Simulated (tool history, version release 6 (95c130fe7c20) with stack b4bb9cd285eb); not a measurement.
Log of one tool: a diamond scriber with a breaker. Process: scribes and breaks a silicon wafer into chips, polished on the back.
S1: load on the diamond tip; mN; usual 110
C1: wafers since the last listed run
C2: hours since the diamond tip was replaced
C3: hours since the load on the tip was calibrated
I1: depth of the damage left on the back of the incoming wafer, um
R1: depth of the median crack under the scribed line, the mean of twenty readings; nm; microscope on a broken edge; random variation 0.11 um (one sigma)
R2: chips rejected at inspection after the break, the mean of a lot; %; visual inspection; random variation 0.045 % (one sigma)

run,hour,S1,C1,C2,C3,I1,R1,R2
1,0,110,0,34.5,1211.4,0.04,8620,0.86
2,27.4,127,79,61.9,1238.8,0.04,9230,1.53
3,46.7,127,56,81.2,1258.1,0.02,9280,1.54
4,78.4,127,92,112.9,1289.8,0.02,9460,1.65
5,93.9,121,45,128.4,1305.3,0.02,8740,1.14
6,106.3,110,36,140.8,1317.7,0.04,8390,0.86
7,134.3,117,81,168.8,1345.7,0.03,8680,0.93
8,165.5,125,90,200,1376.9,0.03,9110,1.32
9,198.8,125,97,233.3,1410.2,0.03,9280,1.41
10,219.3,125,59,253.8,1430.7,0.03,9110,1.49
11,240.6,132,62,275.1,1452,0.04,9550,1.93
12,271.4,85,89,305.9,1482.8,0.01,7130,2.97
13,295.1,101,69,329.6,1506.5,0.04,8130,1.11
14,317.8,103,66,352.3,1529.2,0.03,8240,0.98
# hour 326.9: load on the tip recalibrated
15,353.5,103,98,388,26.6,0.05,8130,0.93
16,381.7,103,82,416.2,54.8,0.04,8020,1.07
17,413.7,110,93,448.2,86.8,0.02,8670,0.86
18,428.2,110,42,462.7,101.3,0.03,8600,0.84
# hour 436.8: diamond tip replaced by a new one
19,455.2,87,72,18.4,128.3,0.03,7200,2.5
20,474.7,136,56,37.9,147.8,0.01,9670,2.18
21,490.6,118,46,53.8,163.7,0.03,9110,0.94
22,508,134,50,71.2,181.1,0.04,9520,1.98
23,537.7,118,86,100.9,210.8,0.01,8910,1.06
24,570.5,110,95,133.7,243.6,0.04,8530,0.84
25,583.7,90,38,146.9,256.8,0.05,7400,2.42
26,611.5,96,81,174.7,284.6,0.03,7520,1.57
27,637.7,110,76,200.9,310.8,0.04,8310,0.92
28,654.6,110,49,217.8,327.7,0.04,8640,0.84
29,676.9,81,65,240.1,350,0.04,6950,3.86
30,710.3,123,97,273.5,383.4,0.01,9020,1.31
31,735.9,82,74,299.1,409,0.02,7060,3.93
32,771.5,93,103,334.7,444.6,0.04,7630,1.86
33,800.3,78,83,363.5,473.4,0.04,6750,4.76
34,822.1,83,63,385.3,495.2,0.04,7020,3.39
35,853.1,122,90,416.3,526.2,0.03,9010,1.16
36,886.8,110,98,450,559.9,0.01,8590,0.85

How the hidden state differs across the entries between the runs, from the last listed run before each to the first after it:
Between runs 14 and 15: load on the tip recalibrated (hour 326.9)
  no hidden state differs between the two runs
Between runs 18 and 19: diamond tip replaced by a new one (hour 436.8)
  no hidden state differs between the two runs
